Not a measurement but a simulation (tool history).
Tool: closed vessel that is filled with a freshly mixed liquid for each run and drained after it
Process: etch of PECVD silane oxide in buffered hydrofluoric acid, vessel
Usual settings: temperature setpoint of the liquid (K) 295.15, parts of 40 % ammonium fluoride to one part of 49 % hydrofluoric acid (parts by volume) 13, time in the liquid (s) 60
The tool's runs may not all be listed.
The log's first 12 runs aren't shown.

run,day,temperature setpoint of the liquid (K),parts of 40 % ammonium fluoride to one part of 49 % hydrofluoric acid (parts by volume),time in the liquid (s),wafers since the last listed run,hours since the thermometer was replaced,hours since the hydrofluoric acid flow meter was replaced,hours since the gauge calibration,"read-back film thickness of the PECVD silane oxide reference wafer, read on the same gauge (nm)",thickness taken off the PECVD silane oxide on a monitor wafer (nm)
13,33.329,293.65,13,85,4469,1277.5,915.8,1648.6,90.01,189.67
# day 34.538: hydrofluoric acid flow meter replaced
# day 36.804: thermometer replaced
14,37.438,293.65,13,85,7574,15.2,69.6,1747.2,89.98,192.87
15,38.946,295.15,14.5,30,2838,51.4,105.8,1783.4,90.01,66.82
16,42.554,297.15,13,95,6790,138,192.4,1870,90,260.93
17,45.55,297.15,16.5,40,5637,209.9,264.3,1941.9,90.04,87.1
18,49.354,291.65,14.5,70,7158,301.2,355.6,2033.2,90.06,126.1
19,51.588,292.65,13,60,4202,354.8,409.2,2086.8,89.99,128.36
20,53.85,295.15,13,60,4257,409.1,463.5,2141.1,90,149.17
21,57.683,295.15,13,60,7213,501.1,555.5,2233.1,89.97,147.35
# day 64.308: gauge calibrated
22,68.958,295.15,13,60,21216,771.7,826.1,111.6,90.02,148.64
23,71.933,295.15,13,60,5598,843.1,897.5,183,90.01,148.44
# day 72.292: hydrofluoric acid flow meter replaced
24,75.354,295.15,8.5,35,6358,925.2,73.5,265.1,90,122.29
25,77.612,295.15,13,60,4249,979.4,127.7,319.3,89.96,143.54
26,81.992,295.15,11.5,60,8240,1084.5,232.8,424.4,89.99,159.97
27,84.046,298.15,9.5,80,3865,1133.8,282.1,473.7,89.98,297.78
# day 86.488: thermometer replaced
28,87.504,292.15,15.5,80,6429,24.4,365.1,556.7,90.02,140.68
29,89.638,292.65,11.5,40,4014,75.6,416.3,607.9,90,97.31
30,92.512,295.15,13,60,5410,144.6,485.3,676.9,90.02,147.59
31,96.596,295.15,13,75,7683,242.6,583.3,774.9,89.96,186.23

5 ways to go on from here, each from the tool as it stands after run 31. What would each give?
A,96.625,295.15,13,60,54,243.3,584,775.6,?,?
B,96.625,299.15,13,60,54,243.3,584,775.6,?,?
C,96.625,295.15,15.5,60,54,243.3,584,775.6,?,?
D,96.625,290.65,11.5,60,54,243.3,584,775.6,?,?
E,96.625,295.15,13,90,54,243.3,584,775.6,?,?

run,"read-back film thickness of the PECVD silane oxide reference wafer, read on the same gauge (nm)",thickness taken off the PECVD silane oxide on a monitor wafer (nm)
A,89.99,149.16
B,89.99,185.6
C,89.99,125.51
D,89.99,130.58
E,89.99,223.73
Without the tool's hidden state the same runs would have given:
run,thickness taken off the PECVD silane oxide on a monitor wafer (nm)
A,147.18
B,183.09
C,123.84
D,128.91
E,220.77

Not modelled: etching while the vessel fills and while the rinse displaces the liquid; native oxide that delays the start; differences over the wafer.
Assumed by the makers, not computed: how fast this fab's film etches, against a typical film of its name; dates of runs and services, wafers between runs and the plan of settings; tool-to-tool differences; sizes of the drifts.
